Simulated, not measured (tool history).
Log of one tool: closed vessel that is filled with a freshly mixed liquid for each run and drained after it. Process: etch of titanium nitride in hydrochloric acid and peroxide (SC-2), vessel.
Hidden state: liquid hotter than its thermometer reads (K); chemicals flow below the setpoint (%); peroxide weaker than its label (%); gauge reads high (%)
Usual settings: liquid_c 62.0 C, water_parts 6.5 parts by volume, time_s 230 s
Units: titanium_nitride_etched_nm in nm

run    hour  liquid_c  water_parts  time_s  wafers since the last listed run  hours since the thermometer was replaced  hours since the chemicals flow meter was replaced  hours since the drum of peroxide was connected  hours since the gauge calibration  read-back film thickness of the titanium nitride reference wafer, read on the same gauge (nm)  titanium_nitride_etched_nm
  1     0.0      62.0          7.5     300                                 0                                    1271.4                                              109.6                                           351.3                              296.5                                                                                         120.03                       13.86
  2    38.0      62.0          7.5     300                              4187                                    1309.4                                              147.6                                           389.3                              334.5                                                                                         120.02                       13.77
  3    98.5      58.0          6.5     230                              6666                                    1369.9                                              208.1                                           449.8                              395.0                                                                                         119.97                        9.24
  4   191.8      58.0          6.5     230                             10280                                    1463.2                                              301.4                                           543.1                              488.3                                                                                         120.02                        9.34
  5   247.7      58.0          6.5     230                              6159                                    1519.1                                              357.3                                           599.0                              544.2                                                                                         119.99                        9.37
  6   322.4      62.0          7.5     230                              8231                                    1593.8                                              432.0                                           673.7                              618.9                                                                                         120.04                       10.81
  7   417.5      62.0          6.5     230                             10479                                    1688.9                                              527.1                                           768.8                              714.0                                                                                         120.05                       12.06
  8   494.7      62.0          6.5     230                              8506                                    1766.1                                              604.3                                           846.0                              791.2                                                                                         120.05                       12.04
      537.0  -- chemicals flow meter replaced
  9   548.3      62.0          6.5     230                              5796                                    1819.7                                               11.3                                           899.6                              844.8                                                                                         120.02                       12.19
 10   599.2      62.0          6.5     230                              5608                                    1870.6                                               62.2                                           950.5                              895.7                                                                                         119.93                       11.87
 11   649.7      62.0          8.5     230                              5564                                    1921.1                                              112.7                                          1001.0                              946.2                                                                                         120.01                        9.54
      668.4  -- new drum of peroxide connected
      680.9  -- gauge calibrated
      709.8  -- thermometer replaced
 12   721.2      62.0          9.0     230                              7658                                      11.4                                              184.2                                            52.8                               40.3                                                                                         120.00                        9.29
 13   809.2      69.0          6.5     110                              9696                                      99.4                                              272.2                                           140.8                              128.3                                                                                         120.03                        8.62
 14   909.9      58.0          6.5     230                             11096                                     200.1                                              372.9                                           241.5                              229.0                                                                                         120.00                        9.38
 15  1010.5      62.0          7.5     275                             11085                                     300.7                                              473.5                                           342.1                              329.6                                                                                         120.01                       12.74
     1058.7  -- chemicals flow meter replaced
 16  1115.4      65.0          6.5     230                             11448                                     405.6                                               56.7                                           447.0                              434.5                                                                                         120.03                       14.55
 17  1188.2      54.5          8.0     105                              8021                                     478.4                                              129.5                                           519.8                              507.3                                                                                         119.97                        2.93
 18  1266.2      62.0          6.5     230                              8594                                     556.4                                              207.5                                           597.8                              585.3                                                                                         119.99                       11.79
 19  1344.8      72.0          8.0     230                              8660                                     635.0                                              286.1                                           676.4                              663.9                                                                                         119.97                       18.56
 20  1388.7      62.0          6.5     230                              4837                                     678.9                                              330.0                                           720.3                              707.8                                                                                         120.06                       11.92

Hidden state at the last listed run before each entry between runs and at the first one after, where it differs:
Between runs 8 and 9: chemicals flow meter replaced (hour 537.0)
  no hidden state differs between the two runs
Between runs 11 and 12: new drum of peroxide connected (hour 668.4); gauge calibrated (hour 680.9); thermometer replaced (hour 709.8)
  no hidden state differs between the two runs
Between runs 15 and 16: chemicals flow meter replaced (hour 1058.7)
  no hidden state differs between the two runs
